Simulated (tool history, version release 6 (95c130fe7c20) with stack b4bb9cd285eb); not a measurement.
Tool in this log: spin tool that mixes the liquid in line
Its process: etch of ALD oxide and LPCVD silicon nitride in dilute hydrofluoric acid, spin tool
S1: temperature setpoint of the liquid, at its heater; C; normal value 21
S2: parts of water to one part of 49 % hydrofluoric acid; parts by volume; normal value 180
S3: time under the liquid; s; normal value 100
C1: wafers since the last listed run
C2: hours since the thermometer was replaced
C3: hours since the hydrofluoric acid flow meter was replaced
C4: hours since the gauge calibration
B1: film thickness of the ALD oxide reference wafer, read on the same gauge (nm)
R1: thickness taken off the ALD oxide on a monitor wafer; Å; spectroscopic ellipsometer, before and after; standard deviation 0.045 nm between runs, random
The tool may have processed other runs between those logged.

run	hour	S1	S2	S3	C1	C2	C3	C4	B1	R1
1	0	17.5	225	100	0	1127.8	763.4	582.2	150.02	46.4
2	35.5	17.5	225	100	211	1163.3	798.9	617.7	149.98	46.3
3	99.2	17.5	225	100	380	1227	862.6	681.4	150.02	47.3
4	179.5	24	180	120	479	1307.3	942.9	761.7	150.03	94.8
5	246.2	24	180	120	398	1374	1009.6	828.4	149.99	94.5
6	301	21	150	100	327	1428.8	1064.4	883.2	149.96	87.5
7	353.2	21	150	100	311	1481	1116.6	935.4	150.03	88.4
8	393.4	21	150	100	239	1521.2	1156.8	975.6	150.03	87.6
9	423.6	21	180	100	180	1551.4	1187	1005.8	149.95	69.9
# hour 430.6: hydrofluoric acid flow meter replaced
10	490.2	21	180	100	391	1618	59.6	1072.4	149.98	70.7
# hour 531.6: thermometer replaced
11	556.5	21	180	70	389	24.9	125.9	1138.7	150.03	51.3
12	622.2	21	180	70	392	90.6	191.6	1204.4	150	51
13	669.7	17	255	120	283	138.1	239.1	1251.9	149.97	50.2
14	739.1	19	180	100	414	207.5	308.5	1321.3	149.98	68.1
# hour 746.8: gauge calibrated
# hour 761.4: thermometer replaced, repeated, since the last time left the tool worse
15	810.4	21	180	130	419	49	379.8	63.6	150	87.6
16	853.2	21	180	100	255	91.8	422.6	106.4	149.99	68.3
17	909.5	18	130	65	336	148.1	478.9	162.7	150.01	56.5
18	1025.9	21	205	100	694	264.5	595.3	279.1	149.98	58.7
19	1096.4	21	155	100	420	335	665.8	349.6	150.03	81.8
20	1145	24	180	120	290	383.6	714.4	398.2	150	91.3
21	1200.9	21	250	100	333	439.5	770.3	454.1	150.01	46.5
22	1254.8	21	180	70	321	493.4	824.2	508	150.01	47.6
23	1304.5	23	265	125	296	543.1	873.9	557.7	150	57.8
24	1341.8	17	155	150	222	580.4	911.2	595	149.97	104.4

What does the tool deliver on the next run?
25	1404.3	19	105	100	373	642.9	973.7	657.5	?	?

{"run 25": {"B1": 150.01, "R1": 119.8}}
On a tool with no hidden condition, and with the same random variation, this run would have come out at R1 117.8 Å.

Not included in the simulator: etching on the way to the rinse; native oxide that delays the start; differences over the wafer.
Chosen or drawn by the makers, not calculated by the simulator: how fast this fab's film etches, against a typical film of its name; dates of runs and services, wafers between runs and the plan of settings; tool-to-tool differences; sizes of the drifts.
